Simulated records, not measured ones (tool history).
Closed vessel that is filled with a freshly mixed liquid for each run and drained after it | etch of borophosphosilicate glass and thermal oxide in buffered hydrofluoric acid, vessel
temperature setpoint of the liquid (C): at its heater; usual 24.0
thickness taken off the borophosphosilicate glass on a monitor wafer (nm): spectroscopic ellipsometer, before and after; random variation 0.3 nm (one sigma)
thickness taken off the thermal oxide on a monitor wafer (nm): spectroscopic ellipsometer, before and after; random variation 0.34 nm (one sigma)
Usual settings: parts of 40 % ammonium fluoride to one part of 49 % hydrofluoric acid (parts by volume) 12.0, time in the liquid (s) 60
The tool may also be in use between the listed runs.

run,hour,temperature setpoint of the liquid (C),parts of 40 % ammonium fluoride to one part of 49 % hydrofluoric acid (parts by volume),time in the liquid (s),"read-back film thickness of the borophosphosilicate glass reference wafer, read on the same gauge (nm)","read-back film thickness of the thermal oxide reference wafer, read on the same gauge (nm)",thickness taken off the borophosphosilicate glass on a monitor wafer (nm),thickness taken off the thermal oxide on a monitor wafer (nm)
1,0.0,24.0,12.0,60,49.99,119.98,59.93,50.32
2,65.5,24.0,12.0,70,50.00,120.01,69.79,58.26
3,162.4,24.0,12.0,60,50.00,120.01,59.57,49.97
4,224.9,24.0,12.0,60,50.00,120.00,59.82,50.50
5,287.9,24.0,12.0,60,50.01,120.00,59.36,50.32
6,344.1,24.0,12.0,60,50.02,119.99,59.32,49.61
7,451.4,24.0,12.0,60,49.98,119.98,59.03,50.15
# hour 454.7: hydrofluoric acid flow meter replaced
8,543.6,24.0,12.0,60,50.01,120.00,60.56,50.84
9,593.1,24.0,9.0,60,50.02,120.01,76.94,64.88
10,698.5,24.0,9.0,60,50.01,120.03,77.21,64.90
11,772.7,22.5,14.0,60,50.02,119.98,47.31,39.98
12,816.7,22.0,9.0,95,49.99,119.98,109.54,92.17
# hour 821.4: gauge calibrated
# hour 878.5: thermometer replaced
13,889.9,27.0,10.0,60,49.99,119.99,83.77,70.28
14,953.3,24.0,12.0,35,50.02,120.02,34.32,28.93
15,1010.8,24.0,12.0,60,50.00,120.01,58.85,49.71
16,1095.3,24.0,8.0,40,49.99,119.99,57.29,48.59
# hour 1168.1: hydrofluoric acid flow meter replaced
17,1187.1,19.5,8.5,30,50.01,120.00,32.08,27.19
18,1276.5,24.0,12.0,45,50.03,120.00,45.19,38.04
19,1377.5,24.0,12.0,60,50.00,119.98,59.61,50.56
20,1426.3,24.0,12.0,60,50.03,120.01,59.60,51.07
21,1480.9,24.0,12.0,60,49.98,120.00,59.60,50.52

3 ways to go on from here, each from the tool as it stands after run 21. What would each give?
A,1481.6,24.0,12.0,60,?,?,?,?
B,1481.6,27.5,9.5,70,?,?,?,?
C,1481.6,24.0,15.0,80,?,?,?,?

run,"read-back film thickness of the borophosphosilicate glass reference wafer, read on the same gauge (nm)","read-back film thickness of the thermal oxide reference wafer, read on the same gauge (nm)",thickness taken off the borophosphosilicate glass on a monitor wafer (nm),thickness taken off the thermal oxide on a monitor wafer (nm)
A,50.02,120.01,59.39,49.97
B,50.02,120.01,103.72,87.31
C,50.02,120.01,63.56,53.54
Without the tool's hidden state the same runs would have given:
run,thickness taken off the borophosphosilicate glass on a monitor wafer (nm),thickness taken off the thermal oxide on a monitor wafer (nm)
A,60.26,50.70
B,104.71,88.12
C,64.49,54.32
